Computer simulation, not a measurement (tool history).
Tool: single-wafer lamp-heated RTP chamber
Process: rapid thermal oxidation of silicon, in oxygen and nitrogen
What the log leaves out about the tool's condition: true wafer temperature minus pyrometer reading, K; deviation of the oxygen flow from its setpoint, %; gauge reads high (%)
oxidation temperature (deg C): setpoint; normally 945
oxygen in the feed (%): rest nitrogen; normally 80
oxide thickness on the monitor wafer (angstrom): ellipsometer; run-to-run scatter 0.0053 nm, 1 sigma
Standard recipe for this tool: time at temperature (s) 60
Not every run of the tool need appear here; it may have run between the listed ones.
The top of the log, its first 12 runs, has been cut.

| run | day | oxidation temperature (deg C) | time at temperature (s) | oxygen in the feed (%) | wafers since the last listed run | wafers since the last pyrometer calibration | hours since the oxygen flow controller was replaced | hours since the gauge calibration | read-back reference wafer on the same gauge, thickness | oxide thickness on the monitor wafer (angstrom) |
|---|---|---|---|---|---|---|---|---|---|---|
| 13 | 37.421 | 945 | 60 | 80 | 234 | 8475 | 5583.7 | 767.2 | 2.94 | 36.27 |
| 14 | 39.888 | 945 | 60 | 80 | 265 | 8741 | 5642.9 | 826.4 | 2.94 | 36.28 |
| 15 | 42.371 | 945 | 60 | 80 | 267 | 9008 | 5702.5 | 886 | 2.941 | 36.36 |
| 16 | 46.067 | 945 | 60 | 80 | 397 | 9406 | 5791.2 | 974.7 | 2.94 | 36.39 |
|  | 46.733 | pyrometer window cleaned and pyrometer calibrated |
| 17 | 48.65 | 945 | 72 | 98 | 242 | 206 | 5853.2 | 1036.7 | 2.94 | 40.48 |
| 18 | 50.433 | 931 | 60 | 80 | 191 | 398 | 5896 | 1079.5 | 2.94 | 32.45 |
| 19 | 51.938 | 967 | 82 | 92 | 161 | 560 | 5932.1 | 1115.6 | 2.94 | 49.4 |
|  | 52.558 | gauge calibrated |
| 20 | 54.867 | 956 | 47 | 98 | 315 | 875 | 6002.4 | 55.4 | 2.94 | 36.97 |
| 21 | 56 | 923 | 41 | 98 | 121 | 997 | 6029.6 | 82.6 | 2.941 | 28.77 |
| 22 | 57.346 | 927 | 41 | 80 | 144 | 1142 | 6061.9 | 114.9 | 2.941 | 28.16 |
| 23 | 59.5 | 934 | 46 | 80 | 231 | 1374 | 6113.6 | 166.6 | 2.94 | 30.32 |
| 24 | 61.308 | 920 | 60 | 98 | 194 | 1568 | 6157 | 210 | 2.94 | 32.06 |
|  | 61.762 | oxygen flow controller replaced |
| 25 | 63.908 | 934 | 46 | 80 | 243 | 1812 | 51.5 | 272.4 | 2.939 | 30.28 |
| 26 | 65.104 | 945 | 60 | 80 | 128 | 1941 | 80.2 | 301.1 | 2.941 | 35.59 |
| 27 | 68.058 | 945 | 60 | 80 | 317 | 2259 | 151.1 | 372 | 2.94 | 35.56 |
| 28 | 70.971 | 952 | 60 | 80 | 313 | 2573 | 221 | 441.9 | 2.94 | 37.34 |
| 29 | 72.642 | 966 | 75 | 57 | 179 | 2752 | 261.1 | 482 | 2.94 | 40.51 |
| 30 | 74.85 | 945 | 60 | 80 | 237 | 2990 | 314.1 | 535 | 2.941 | 35.55 |
| 31 | 77.679 | 930 | 60 | 66 | 304 | 3295 | 382 | 602.9 | 2.939 | 30.93 |

3 options for the next run, each taken on its own from the tool as it stands now. Forecast them:
| A | 77.7 | 945 | 60 | 80 | 2 | 3297 | 382.5 | 603.4 | ? | ? |
| B | 77.7 | 930 | 86 | 70 | 2 | 3297 | 382.5 | 603.4 | ? | ? |
| C | 77.7 | 936 | 68 | 52 | 2 | 3297 | 382.5 | 603.4 | ? | ? |

| run | read-back reference wafer on the same gauge, thickness | oxide thickness on the monitor wafer (angstrom) |
|---|---|---|
| A | 2.941 | 35.64 |
| B | 2.941 | 35.61 |
| C | 2.941 | 31.48 |
Had the tool no hidden state, the same runs would have come out as:
| run | oxide thickness on the monitor wafer (angstrom) |
|---|---|
| A | 35.51 |
| B | 35.48 |
| C | 31.39 |

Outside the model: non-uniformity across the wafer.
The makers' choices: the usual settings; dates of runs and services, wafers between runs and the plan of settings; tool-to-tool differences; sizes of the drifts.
